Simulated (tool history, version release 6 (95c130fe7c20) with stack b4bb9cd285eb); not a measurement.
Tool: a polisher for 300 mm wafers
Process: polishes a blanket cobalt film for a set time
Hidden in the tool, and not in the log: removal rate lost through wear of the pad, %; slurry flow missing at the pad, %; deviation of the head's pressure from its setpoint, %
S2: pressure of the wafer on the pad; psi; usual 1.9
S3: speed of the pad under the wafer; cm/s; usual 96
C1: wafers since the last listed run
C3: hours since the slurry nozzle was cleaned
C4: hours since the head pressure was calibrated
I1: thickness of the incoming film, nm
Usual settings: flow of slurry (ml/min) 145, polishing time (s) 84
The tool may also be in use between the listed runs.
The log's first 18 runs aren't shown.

Run 19, hour 624.5: usual settings but S2 2.6 psi; C1 155; wafers polished on this pad 1026; C3 238.2; C4 572.7; I1 1536.1. Result: film removed (Å) 4906.
Run 20, hour 641.4: usual settings but flow of slurry (ml/min) 105, S2 1.4 psi, S3 110 cm/s; C1 152; wafers polished on this pad 1178; C3 255.1; C4 589.6; I1 1548.8. Result: film removed (Å) 3061.
Run 21, hour 654.7: usual settings but flow of slurry (ml/min) 125; C1 120; wafers polished on this pad 1298; C3 268.4; C4 602.9; I1 1563.9. Result: film removed (Å) 3683.
Run 22, hour 673: usual settings; C1 165; wafers polished on this pad 1463; C3 286.7; C4 621.2; I1 1598.4. Result: film removed (Å) 3742.
At hour 679.2: slurry nozzle cleaned.
Run 23, hour 693.3: usual settings but flow of slurry (ml/min) 120, S3 116 cm/s, polishing time (s) 101; C1 174; wafers polished on this pad 1638; C3 14.1; C4 641.5; I1 1572.6. Result: film removed (Å) 4830.
At hour 696.2: head pressure recalibrated.
Run 24, hour 717.3: usual settings; C1 198; wafers polished on this pad 1836; C3 38.1; C4 21.1; I1 1546.3. Result: film removed (Å) 3725.
At hour 755: worn pad replaced by a new one.
Run 25, hour 755.5: usual settings but S2 2.4 psi, S3 124 cm/s, polishing time (s) 65; C1 308; wafers polished on this pad 4; C3 76.3; C4 59.3; I1 1585.1. Result: film removed (Å) 4250.
Run 26, hour 775.9: usual settings but S2 2.4 psi, S3 114 cm/s; C1 184; wafers polished on this pad 188; C3 96.7; C4 79.7; I1 1580.7. Result: film removed (Å) 5179.
Run 27, hour 793: usual settings but flow of slurry (ml/min) 115, S2 1.4 psi; C1 154; wafers polished on this pad 342; C3 113.8; C4 96.8; I1 1587.4. Result: film removed (Å) 2947.
Run 28, hour 823.1: usual settings; C1 271; wafers polished on this pad 614; C3 143.9; C4 126.9; I1 1563.8. Result: film removed (Å) 3904.
Run 29, hour 842.3: usual settings but S2 2.1 psi, S3 66 cm/s, polishing time (s) 59; C1 173; wafers polished on this pad 787; C3 163.1; C4 146.1; I1 1561.9. Result: film removed (Å) 2354.
Run 30, hour 874: usual settings; C1 286; wafers polished on this pad 1073; C3 194.8; C4 177.8; I1 1587.3. Result: film removed (Å) 3790.
Run 31, hour 888.4: usual settings but S2 2.4 psi, S3 82 cm/s, polishing time (s) 60; C1 129; wafers polished on this pad 1203; C3 209.2; C4 192.2; I1 1594.7. Result: film removed (Å) 2935.
Run 32, hour 922.3: usual settings; C1 305; wafers polished on this pad 1509; C3 243.1; C4 226.1; I1 1540.7. Result: film removed (Å) 3816.
Run 33, hour 949.7: usual settings but flow of slurry (ml/min) 115; C1 247; wafers polished on this pad 1756; C3 270.5; C4 253.5; I1 1557.4. Result: film removed (Å) 3549.
Run 34, hour 969.9: usual settings but flow of slurry (ml/min) 110, S3 88 cm/s, polishing time (s) 100; C1 182; wafers polished on this pad 1939; C3 290.7; C4 273.7; I1 1570.6. Result: film removed (Å) 3970.
Run 35, hour 995.7: usual settings but S2 1.6 psi; C1 232; wafers polished on this pad 2172; C3 316.5; C4 299.5; I1 1569.1. Result: film removed (Å) 3281.
Run 36, hour 1016.3: usual settings but flow of slurry (ml/min) 190, S2 1.7 psi; C1 185; wafers polished on this pad 2358; C3 337.1; C4 320.1; I1 1554.7. Result: film removed (Å) 3538.
At hour 1030.5: worn pad replaced by a new one.
Run 37, hour 1042.1: usual settings but polishing time (s) 106; C1 196; wafers polished on this pad 104; C3 362.9; C4 345.9; I1 1551.6. Result: film removed (Å) 4883.

4 ways to go on from here, each from the tool as it stands after run 37. What would each give?
Run A, hour 1042.6: usual settings but S2 2.1 psi; C1 4; wafers polished on this pad 109; C3 363.4; C4 346.4; I1 1568.1. Result: film removed (Å) ?.
Run B, hour 1042.6: usual settings but flow of slurry (ml/min) 190, S3 120 cm/s; C1 4; wafers polished on this pad 109; C3 363.4; C4 346.4; I1 1568.1. Result: film removed (Å) ?.
Run C, hour 1042.6: usual settings but flow of slurry (ml/min) 100, S3 118 cm/s, polishing time (s) 68; C1 4; wafers polished on this pad 109; C3 363.4; C4 346.4; I1 1568.1. Result: film removed (Å) ?.
Run D, hour 1042.6: usual settings but flow of slurry (ml/min) 130, S2 2.3 psi, S3 68 cm/s; C1 4; wafers polished on this pad 109; C3 363.4; C4 346.4; I1 1568.1. Result: film removed (Å) ?.

run  film removed (Å)
  A              4143
  B              4626
  C              3237
  D              3584
Without the tool's hidden state the same runs would have given:
run  film removed (Å)
  A              4221
  B              4712
  C              3297
  D              3651
